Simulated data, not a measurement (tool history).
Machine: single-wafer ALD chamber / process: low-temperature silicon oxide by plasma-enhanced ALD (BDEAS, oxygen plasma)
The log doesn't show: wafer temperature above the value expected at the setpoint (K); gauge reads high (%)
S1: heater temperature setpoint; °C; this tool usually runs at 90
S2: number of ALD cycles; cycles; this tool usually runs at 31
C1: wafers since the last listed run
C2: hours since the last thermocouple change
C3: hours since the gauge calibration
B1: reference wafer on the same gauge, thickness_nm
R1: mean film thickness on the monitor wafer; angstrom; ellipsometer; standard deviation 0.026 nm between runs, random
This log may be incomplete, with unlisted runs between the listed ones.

run,hour,S1,S2,C1,C2,C3,B1,R1
1,0,90,31,0,957.4,707.6,5.325,48
2,71.4,90,31,656,1028.8,779,5.329,48.78
3,133.8,101,31,574,1091.2,841.4,5.334,46.22
4,204,101,31,645,1161.4,911.6,5.346,46.51
5,274,90,31,644,1231.4,981.6,5.349,47.95
6,343.1,81,31,635,1300.5,1050.7,5.356,50.34
7,380.4,81,31,343,1337.8,1088,5.354,49.39
8,404.4,100,31,220,1361.8,1112,5.36,46.54
9,464.2,100,31,550,1421.6,1171.8,5.365,46.53
10,491.1,100,31,247,1448.5,1198.7,5.369,46.77
11,518.8,90,31,254,1476.2,1226.4,5.353,48.59
12,576.5,82,26,530,1533.9,1284.1,5.356,41.89
# hour 636.3: gauge calibrated
13,638.9,90,31,574,1596.3,2.6,5.093,45.96
14,709.7,90,31,651,1667.1,73.4,5.135,46.45
15,773.8,90,31,589,1731.2,137.5,5.154,46.71
# hour 799: thermocouple changed; heater temperature recalibrated
16,824.6,81,28,393,25.6,188.3,5.187,43.73
17,871.2,96,29,428,72.2,234.9,5.199,42.79
18,904.4,81,27,305,105.4,268.1,5.223,42.4
19,941.4,105,25,340,142.4,305.1,5.229,35.8
20,995.4,90,31,496,196.4,359.1,5.233,47.66
21,1064.7,90,34,637,265.7,428.4,5.265,52.19
22,1090.6,84,28,238,291.6,454.3,5.26,43.75

Here are 5 independent what-if runs from the current tool condition. What would each one return?
A,1091.1,90,36,4,292.1,454.8,?,?
B,1091.1,76,27,4,292.1,454.8,?,?
C,1091.1,90,35,4,292.1,454.8,?,?
D,1091.1,98,28,4,292.1,454.8,?,?
E,1091.1,86,28,4,292.1,454.8,?,?

run,B1,R1
A,5.26,54.79
B,5.26,43.36
C,5.26,53.27
D,5.26,41.27
E,5.26,43.28
What these runs would have given with no unlogged condition in the tool:
run,R1
A,53.18
B,42.08
C,51.71
D,40.06
E,42.02
